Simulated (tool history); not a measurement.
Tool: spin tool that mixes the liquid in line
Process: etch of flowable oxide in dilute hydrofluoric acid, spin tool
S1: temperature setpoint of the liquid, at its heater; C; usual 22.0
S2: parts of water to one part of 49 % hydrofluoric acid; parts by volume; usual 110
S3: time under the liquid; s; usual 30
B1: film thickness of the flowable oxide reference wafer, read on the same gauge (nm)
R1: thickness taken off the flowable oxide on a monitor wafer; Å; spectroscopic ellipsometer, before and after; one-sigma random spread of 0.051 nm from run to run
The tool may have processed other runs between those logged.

run,day,S1,S2,S3,B1,R1
1,0.000,22.0,110,30,90.01,110.3
2,4.242,22.0,110,30,90.03,112.1
3,5.921,22.0,110,30,90.01,112.0
4,7.858,22.0,110,30,89.99,110.9
5,10.812,22.0,110,30,90.00,111.5
6,14.088,22.0,110,30,89.94,111.8
7,18.121,22.0,110,30,90.02,111.3
8,20.267,22.0,110,30,90.00,111.1
9,23.392,22.0,110,30,89.98,111.4
10,27.429,22.0,110,30,90.04,110.6
11,30.350,22.0,85,30,90.04,149.8
12,33.233,22.0,85,30,90.05,148.9
13,35.196,22.0,150,25,90.03,66.0
14,37.571,22.0,150,25,90.01,65.4
# day 38.779: hydrofluoric acid flow meter replaced
# day 41.046: thermometer replaced
15,41.679,22.0,150,25,89.98,66.3
16,43.188,23.5,55,30,90.01,259.1
17,46.796,22.0,165,35,90.00,82.9
18,49.792,25.5,80,40,90.04,247.9
19,53.596,23.5,130,15,90.06,49.3
20,55.829,22.0,110,20,89.99,75.5
21,58.092,22.0,110,30,90.00,114.4
22,61.925,22.0,110,30,89.97,113.0
# day 68.550: gauge calibrated
23,73.200,22.0,110,30,90.02,114.1
24,76.175,22.0,110,30,90.01,113.8
# day 76.533: hydrofluoric acid flow meter replaced
25,79.596,17.5,70,30,90.00,148.8
26,81.854,22.0,110,30,89.96,110.1
27,86.233,20.5,110,30,89.99,102.4
28,88.288,18.5,140,45,89.98,108.3
# day 90.729: thermometer replaced
29,91.746,24.5,140,20,90.02,63.5
30,93.879,20.5,80,20,90.00,101.8
31,96.754,22.0,110,30,90.02,113.2
32,100.838,22.0,135,30,89.96,90.6

Each row is a separate what-if for the run after 32, all from the same tool condition, not one after another. Results?
A,100.854,22.0,110,30,?,?
B,100.854,22.0,110,45,?,?
C,100.854,24.5,110,30,?,?
D,100.854,20.5,110,15,?,?
E,100.854,22.0,160,30,?,?

run,B1,R1
A,89.99,114.4
B,89.99,171.6
C,89.99,126.3
D,89.99,53.8
E,89.99,74.5
The same runs, with their run-to-run variation unchanged, on a tool lacking any hidden condition would have given:
run,R1
A,112.8
B,169.2
C,124.6
D,53.1
E,73.4
